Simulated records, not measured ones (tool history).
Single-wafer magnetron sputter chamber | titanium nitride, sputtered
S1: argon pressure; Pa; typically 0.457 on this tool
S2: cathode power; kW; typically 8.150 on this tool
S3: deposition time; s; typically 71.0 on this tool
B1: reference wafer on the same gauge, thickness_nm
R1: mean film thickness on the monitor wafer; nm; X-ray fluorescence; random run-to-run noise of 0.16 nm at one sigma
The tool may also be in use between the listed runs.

{"run": 1, "hour": 0.0, "S1": 0.457, "S2": 8.15, "S3": 71.0, "B1": 103.039, "R1": 110.124}
{"run": 2, "hour": 15.7, "S1": 0.457, "S2": 8.15, "S3": 71.0, "B1": 103.038, "R1": 110.206}
{"run": 3, "hour": 49.6, "S1": 0.457, "S2": 8.15, "S3": 71.0, "B1": 102.958, "R1": 109.705}
{"hour": 52.8, "done": "gauge calibrated"}
{"run": 4, "hour": 67.7, "S1": 0.457, "S2": 8.15, "S3": 71.0, "B1": 102.957, "R1": 109.755}
{"run": 5, "hour": 81.1, "S1": 0.457, "S2": 8.15, "S3": 71.0, "B1": 103.026, "R1": 109.581}
{"run": 6, "hour": 112.1, "S1": 0.457, "S2": 8.15, "S3": 71.0, "B1": 102.976, "R1": 109.531}
{"hour": 137.6, "done": "sputter target and shields replaced"}
{"run": 7, "hour": 144.8, "S1": 0.457, "S2": 8.15, "S3": 71.0, "B1": 102.982, "R1": 110.394}
{"run": 8, "hour": 180.1, "S1": 0.398, "S2": 8.15, "S3": 76.2, "B1": 103.072, "R1": 120.139}
{"run": 9, "hour": 223.8, "S1": 0.457, "S2": 8.15, "S3": 71.0, "B1": 102.993, "R1": 110.057}
{"run": 10, "hour": 235.9, "S1": 0.457, "S2": 8.15, "S3": 71.0, "B1": 102.969, "R1": 109.738}
{"run": 11, "hour": 259.9, "S1": 0.457, "S2": 8.15, "S3": 71.0, "B1": 102.974, "R1": 109.792}
{"run": 12, "hour": 287.7, "S1": 0.457, "S2": 8.15, "S3": 80.1, "B1": 103.017, "R1": 123.252}
{"hour": 301.8, "done": "sputter target and shields replaced"}
{"hour": 303.4, "done": "magnet pack replaced"}
{"run": 13, "hour": 316.8, "S1": 0.457, "S2": 8.15, "S3": 71.0, "B1": 102.971, "R1": 110.254}
{"run": 14, "hour": 345.9, "S1": 0.457, "S2": 8.15, "S3": 71.0, "B1": 102.997, "R1": 110.418}
{"run": 15, "hour": 377.6, "S1": 0.368, "S2": 8.15, "S3": 71.0, "B1": 103.003, "R1": 112.547}
{"hour": 390.6, "done": "capacitance manometer re-zeroed and calibrated"}
{"run": 16, "hour": 402.8, "S1": 0.368, "S2": 8.15, "S3": 71.0, "B1": 102.946, "R1": 110.65}
{"run": 17, "hour": 419.2, "S1": 0.597, "S2": 9.15, "S3": 80.5, "B1": 102.988, "R1": 131.653}
{"hour": 455.6, "done": "sputter target and shields replaced"}
{"run": 18, "hour": 456.1, "S1": 0.411, "S2": 9.9, "S3": 64.3, "B1": 103.021, "R1": 121.296}
{"run": 19, "hour": 482.1, "S1": 0.457, "S2": 8.15, "S3": 71.0, "B1": 103.039, "R1": 108.683}
{"run": 20, "hour": 496.0, "S1": 0.37, "S2": 6.25, "S3": 71.0, "B1": 103.063, "R1": 85.324}
{"hour": 510.1, "done": "gauge calibrated"}
{"run": 21, "hour": 520.7, "S1": 0.457, "S2": 8.15, "S3": 71.0, "B1": 102.999, "R1": 108.325}
{"run": 22, "hour": 539.3, "S1": 0.547, "S2": 9.4, "S3": 63.5, "B1": 102.978, "R1": 108.732}
{"run": 23, "hour": 561.9, "S1": 0.547, "S2": 9.4, "S3": 63.5, "B1": 103.045, "R1": 108.594}
{"run": 24, "hour": 579.7, "S1": 0.457, "S2": 8.15, "S3": 76.0, "B1": 102.928, "R1": 115.835}
{"hour": 613.8, "done": "sputter target and shields replaced"}
{"run": 25, "hour": 614.3, "S1": 0.521, "S2": 8.15, "S3": 75.8, "B1": 102.988, "R1": 114.008}
{"run": 26, "hour": 662.9, "S1": 0.457, "S2": 8.15, "S3": 71.0, "B1": 103.001, "R1": 108.368}
{"run": 27, "hour": 681.9, "S1": 0.63, "S2": 8.8, "S3": 65.2, "B1": 102.969, "R1": 102.305}
{"run": 28, "hour": 725.4, "S1": 0.357, "S2": 7.4, "S3": 75.3, "B1": 102.994, "R1": 107.338}
{"run": 29, "hour": 748.3, "S1": 0.589, "S2": 8.15, "S3": 71.0, "B1": 103.047, "R1": 104.327}
{"hour": 758.5, "done": "sputter target and shields replaced"}
{"run": 30, "hour": 762.3, "S1": 0.385, "S2": 6.4, "S3": 63.2, "B1": 103.04, "R1": 77.909}
{"run": 31, "hour": 781.0, "S1": 0.354, "S2": 6.35, "S3": 64.8, "B1": 103.012, "R1": 80.127}
{"run": 32, "hour": 802.4, "S1": 0.457, "S2": 8.15, "S3": 71.0, "B1": 103.03, "R1": 108.999}

Below, some changes in R1 between adjacent runs. For each, the amount present without the hidden state too (settings, incoming material, random variation) and the amount remaining for the hidden state with gauge scatter not shared by both compared results:
Hidden conditions of the tool in this case: deposition rate above that of a new target (%); true argon pressure above the setpoint (%); gauge reads high (%).
Run 15 -> 16: capacitance manometer re-zeroed and calibrated. R1 -1.897 nm: hidden state -1.830, all else -0.067.
Run 17 -> 18: S1 0.597 -> 0.411, S2 9.150 -> 9.900, S3 80.5 -> 64.3, sputter target and shields replaced. R1 -10.357 nm: hidden state +0.706, all else -11.063.
Run 19 -> 20: S1 0.457 -> 0.370, S2 8.150 -> 6.250. R1 -23.359 nm: hidden state -0.163, all else -23.196.
Run 24 -> 25: S1 0.457 -> 0.521, S3 76.0 -> 75.8, sputter target and shields replaced. R1 -1.827 nm: hidden state +0.664, all else -2.491.
Run 29 -> 30: S1 0.589 -> 0.385, S2 8.150 -> 6.400, S3 71.0 -> 63.2, sputter target and shields replaced. R1 -26.418 nm: hidden state +0.171, all else -26.589.
Run 31 -> 32: S1 0.354 -> 0.457, S2 6.350 -> 8.150, S3 64.8 -> 71.0. R1 +28.872 nm: hidden state +0.327, all else +28.545.

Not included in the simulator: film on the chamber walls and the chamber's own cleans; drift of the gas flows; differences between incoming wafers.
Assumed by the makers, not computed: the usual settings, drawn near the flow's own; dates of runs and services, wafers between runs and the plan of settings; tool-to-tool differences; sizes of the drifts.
